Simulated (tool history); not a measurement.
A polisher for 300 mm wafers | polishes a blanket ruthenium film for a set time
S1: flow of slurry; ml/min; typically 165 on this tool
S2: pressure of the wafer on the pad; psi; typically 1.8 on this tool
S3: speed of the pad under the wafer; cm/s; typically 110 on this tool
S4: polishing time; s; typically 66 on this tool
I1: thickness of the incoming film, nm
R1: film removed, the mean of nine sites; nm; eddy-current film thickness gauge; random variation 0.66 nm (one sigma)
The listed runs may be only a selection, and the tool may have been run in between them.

{"run": 1, "hour": 0.0, "S1": 165, "S2": 1.8, "S3": 110, "S4": 66, "I1": 389.7, "R1": 67.5}
{"run": 2, "hour": 13.5, "S1": 165, "S2": 1.8, "S3": 98, "S4": 66, "I1": 384.4, "R1": 61.9}
{"run": 3, "hour": 24.9, "S1": 125, "S2": 1.8, "S3": 110, "S4": 66, "I1": 382.3, "R1": 62.3}
{"run": 4, "hour": 31.0, "S1": 125, "S2": 1.8, "S3": 110, "S4": 66, "I1": 385.3, "R1": 62.8}
{"run": 5, "hour": 42.2, "S1": 165, "S2": 1.8, "S3": 96, "S4": 66, "I1": 393.6, "R1": 59.8}
{"hour": 47.1, "done": "worn pad replaced by a new one"}
{"run": 6, "hour": 54.6, "S1": 165, "S2": 1.8, "S3": 96, "S4": 66, "I1": 386.8, "R1": 60.1}
{"run": 7, "hour": 70.9, "S1": 165, "S2": 1.8, "S3": 96, "S4": 66, "I1": 390.5, "R1": 60.7}
{"run": 8, "hour": 78.4, "S1": 165, "S2": 1.8, "S3": 110, "S4": 84, "I1": 392.6, "R1": 84.8}
{"run": 9, "hour": 89.6, "S1": 165, "S2": 1.8, "S3": 110, "S4": 84, "I1": 390.7, "R1": 84.7}
{"run": 10, "hour": 103.9, "S1": 190, "S2": 1.8, "S3": 128, "S4": 66, "I1": 390.1, "R1": 75.5}
{"run": 11, "hour": 114.1, "S1": 165, "S2": 1.8, "S3": 110, "S4": 66, "I1": 386.3, "R1": 64.2}
{"hour": 123.7, "done": "worn pad replaced by a new one"}
{"run": 12, "hour": 127.4, "S1": 185, "S2": 2.3, "S3": 146, "S4": 66, "I1": 393.1, "R1": 94.8}
{"hour": 139.1, "done": "head pressure recalibrated"}
{"run": 13, "hour": 139.6, "S1": 215, "S2": 1.8, "S3": 110, "S4": 66, "I1": 396.7, "R1": 68.4}
{"run": 14, "hour": 154.3, "S1": 165, "S2": 1.8, "S3": 146, "S4": 66, "I1": 396.5, "R1": 77.1}
{"hour": 164.8, "done": "slurry nozzle cleaned"}
{"run": 15, "hour": 169.5, "S1": 185, "S2": 1.2, "S3": 144, "S4": 86, "I1": 395.3, "R1": 92.3}
{"run": 16, "hour": 181.7, "S1": 165, "S2": 2.0, "S3": 110, "S4": 66, "I1": 394.6, "R1": 76.5}
{"run": 17, "hour": 199.4, "S1": 165, "S2": 1.8, "S3": 110, "S4": 66, "I1": 392.7, "R1": 71.8}
{"hour": 207.7, "done": "worn pad replaced by a new one"}
{"run": 18, "hour": 214.2, "S1": 110, "S2": 1.4, "S3": 110, "S4": 80, "I1": 385.5, "R1": 68.8}

Branching from run 18: 3 alternative next runs. What would each branch give?
{"run": "A", "hour": 214.6, "S1": 165, "S2": 1.8, "S3": 110, "S4": 66, "I1": 396.0, "R1": "?"}
{"run": "B", "hour": 214.6, "S1": 145, "S2": 2.1, "S3": 84, "S4": 74, "I1": 396.0, "R1": "?"}
{"run": "C", "hour": 214.6, "S1": 165, "S2": 1.3, "S3": 110, "S4": 66, "I1": 396.0, "R1": "?"}

run=A R1=72.6
run=B R1=72.5
run=C R1=60.5
Stripped of hidden state, with their random variation kept, the same runs would have yielded:
run=A R1=73.4
run=B R1=73.3
run=C R1=61.1

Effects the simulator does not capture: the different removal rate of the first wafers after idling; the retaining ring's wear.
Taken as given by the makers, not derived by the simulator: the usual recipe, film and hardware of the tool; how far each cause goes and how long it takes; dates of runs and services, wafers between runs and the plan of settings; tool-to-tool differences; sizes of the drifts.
